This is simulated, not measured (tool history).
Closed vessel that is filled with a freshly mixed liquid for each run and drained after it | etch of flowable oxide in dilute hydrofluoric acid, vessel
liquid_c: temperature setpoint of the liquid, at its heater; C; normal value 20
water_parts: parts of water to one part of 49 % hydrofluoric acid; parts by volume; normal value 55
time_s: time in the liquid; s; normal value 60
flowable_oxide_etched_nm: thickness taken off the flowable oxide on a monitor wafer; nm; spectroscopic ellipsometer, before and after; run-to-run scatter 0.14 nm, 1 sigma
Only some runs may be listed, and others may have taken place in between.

| run | day | liquid_c | water_parts | time_s | wafers since the last listed run | hours since the thermometer was replaced | hours since the hydrofluoric acid flow meter was replaced | hours since the gauge calibration | read-back film thickness of the flowable oxide reference wafer, read on the same gauge (nm) | flowable_oxide_etched_nm |
|---|---|---|---|---|---|---|---|---|---|---|
| 1 | 0 | 20 | 55 | 60 | 0 | 2891 | 1070.8 | 123.4 | 29.99 | 44.75 |
| 2 | 0.325 | 20 | 55 | 60 | 602 | 2898.8 | 1078.6 | 131.2 | 30.04 | 44.52 |
|  | 0.454 | gauge calibrated |
| 3 | 0.833 | 20 | 55 | 60 | 941 | 2911 | 1090.8 | 9.1 | 30.05 | 44.43 |
| 4 | 1.388 | 20 | 55 | 60 | 1026 | 2924.3 | 1104.1 | 22.4 | 30.04 | 44.31 |
| 5 | 1.967 | 17 | 55 | 85 | 1072 | 2938.2 | 1118 | 36.3 | 30 | 55.52 |
| 6 | 2.55 | 20 | 55 | 75 | 1080 | 2952.2 | 1132 | 50.3 | 30.01 | 55.93 |
| 7 | 3.162 | 20 | 55 | 75 | 1134 | 2966.9 | 1146.7 | 65 | 30 | 56.17 |
|  | 3.25 | hydrofluoric acid flow meter replaced |
|  | 3.379 | thermometer replaced |
| 8 | 3.854 | 20 | 55 | 75 | 1126 | 11.4 | 14.5 | 81.6 | 30 | 50.25 |
| 9 | 4.2 | 20 | 55 | 60 | 640 | 19.7 | 22.8 | 89.9 | 30.03 | 40.61 |
| 10 | 4.604 | 17 | 70 | 85 | 748 | 29.4 | 32.5 | 99.6 | 30.01 | 39.03 |
| 11 | 5.288 | 20 | 55 | 60 | 1265 | 45.8 | 48.9 | 116 | 30.01 | 40.38 |
| 12 | 5.917 | 20 | 80 | 75 | 1165 | 60.9 | 64 | 131.1 | 29.99 | 33.72 |
|  | 6.092 | gauge calibrated |
| 13 | 6.6 | 17 | 30 | 90 | 1265 | 77.3 | 80.4 | 12.2 | 29.97 | 101.38 |
| 14 | 7.062 | 20 | 55 | 70 | 856 | 88.4 | 91.5 | 23.3 | 30.03 | 47.48 |
| 15 | 7.579 | 17 | 65 | 60 | 957 | 100.8 | 103.9 | 35.7 | 30.07 | 29.95 |
| 16 | 8.25 | 21.5 | 30 | 60 | 1242 | 116.9 | 120 | 51.8 | 30.02 | 82.54 |

Selected run-to-run steps in flowable_oxide_etched_nm, each split into two signed amounts: the part the tool would show with no hidden state at all (from settings, incoming material and random variation), and the remainder, which goes to the hidden state together with any gauge scatter not common to the measured and the hidden-state-free results:
Hidden state at play: liquid colder than its thermometer reads (K); hydrofluoric acid flow above the setpoint (%); gauge reads high (%).
Run 7 -> 8: hydrofluoric acid flow meter replaced, thermometer replaced. flowable_oxide_etched_nm -5.92 nm: hidden state -5.44, all else -0.48.
Run 12 -> 13: liquid_c 20 -> 17, water_parts 80 -> 30, time_s 75 -> 90, gauge calibrated. flowable_oxide_etched_nm +67.66 nm: hidden state +0.61, all else +67.05.

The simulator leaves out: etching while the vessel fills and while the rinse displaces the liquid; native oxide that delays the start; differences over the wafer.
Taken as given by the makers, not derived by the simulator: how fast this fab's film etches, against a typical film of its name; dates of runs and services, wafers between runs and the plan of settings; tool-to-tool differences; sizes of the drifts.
